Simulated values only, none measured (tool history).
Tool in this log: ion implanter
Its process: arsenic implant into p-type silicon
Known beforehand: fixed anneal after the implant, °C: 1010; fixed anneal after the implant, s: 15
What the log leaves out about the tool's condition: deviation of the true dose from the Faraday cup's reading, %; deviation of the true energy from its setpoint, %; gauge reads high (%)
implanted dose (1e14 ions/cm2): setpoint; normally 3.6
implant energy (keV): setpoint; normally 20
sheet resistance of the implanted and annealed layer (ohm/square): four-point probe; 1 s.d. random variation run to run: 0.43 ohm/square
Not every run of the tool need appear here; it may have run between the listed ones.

run	hour	implanted dose (1e14 ions/cm2)	implant energy (keV)	wafers since the last listed run	hours since the last dose calibration	hours since the extraction supply was calibrated	hours since the gauge calibration	read-back reference wafer on the same gauge, sheet resistance	sheet resistance of the implanted and annealed layer (ohm/square)
1	0	3.6	20	0	500	6010.6	689.2	259.06	282.87
2	40.1	3.6	20	855	540.1	6050.7	729.3	259.06	283.14
# hour 172.1: gauge calibrated
3	227.3	3.6	20	3993	727.3	6237.9	55.2	258.96	281.51
4	272.9	3.6	20	972	772.9	6283.5	100.8	259.05	282.71
5	297.4	3.6	20	522	797.4	6308	125.3	258.92	282.42
6	359	3.6	20	1314	859	6369.6	186.9	258.96	283
7	400.6	3.6	14.5	887	900.6	6411.2	228.5	258.96	293.76
8	435.8	3.6	14.5	750	935.8	6446.4	263.7	258.98	293.28
9	488.5	3.6	14.5	1124	988.5	6499.1	316.4	259.02	293.48
10	524.6	3.6	20	770	1024.6	6535.2	352.5	258.98	281.07
11	595.3	4.39	20	1508	1095.3	6605.9	423.2	258.99	244.34
# hour 643.8: extraction supply calibrated
12	658.4	4.64	24	1175	1158.4	14.6	486.3	259.11	228.04
13	701.1	3.6	20	910	1201.1	57.3	529	258.88	282.72
# hour 775.4: Faraday cup replaced and dose calibrated
14	775.9	3.6	22.5	1425	0.5	132.1	603.8	259.03	281.29
15	830.4	3	23	1162	55	186.6	658.3	259.14	320.71
16	899.9	4.08	14.5	1482	124.5	256.1	727.8	258.98	270.11
# hour 907.1: gauge calibrated
17	929.4	4.01	16	629	154	285.6	22.3	258.97	270.66
18	997.6	3.12	15	1454	222.2	353.8	90.5	259.06	326.9
19	1033.9	4.64	24	774	258.5	390.1	126.8	258.92	229.42
20	1083.5	4.56	23	1058	308.1	439.7	176.4	259.1	234.16
21	1188.5	3.6	14.5	2239	413.1	544.7	281.4	258.89	294.14

Measured less the same run without the tool's hidden state. The same run-to-run variation is in both; the gauge's scatter may not be:
run	sheet resistance of the implanted and annealed layer (ohm/square)
1	-3.07
2	-3.19
3	-3.55
4	-3.64
5	-3.66
6	-3.75
7	-3.93
8	-3.95
9	-4
10	-3.87
11	-3.34
12	-3.17
13	-3.99
14	-0.07
15	-0.73
16	-1.17
17	-1.38
18	-2.25
19	-1.72
20	-1.96
21	-2.96

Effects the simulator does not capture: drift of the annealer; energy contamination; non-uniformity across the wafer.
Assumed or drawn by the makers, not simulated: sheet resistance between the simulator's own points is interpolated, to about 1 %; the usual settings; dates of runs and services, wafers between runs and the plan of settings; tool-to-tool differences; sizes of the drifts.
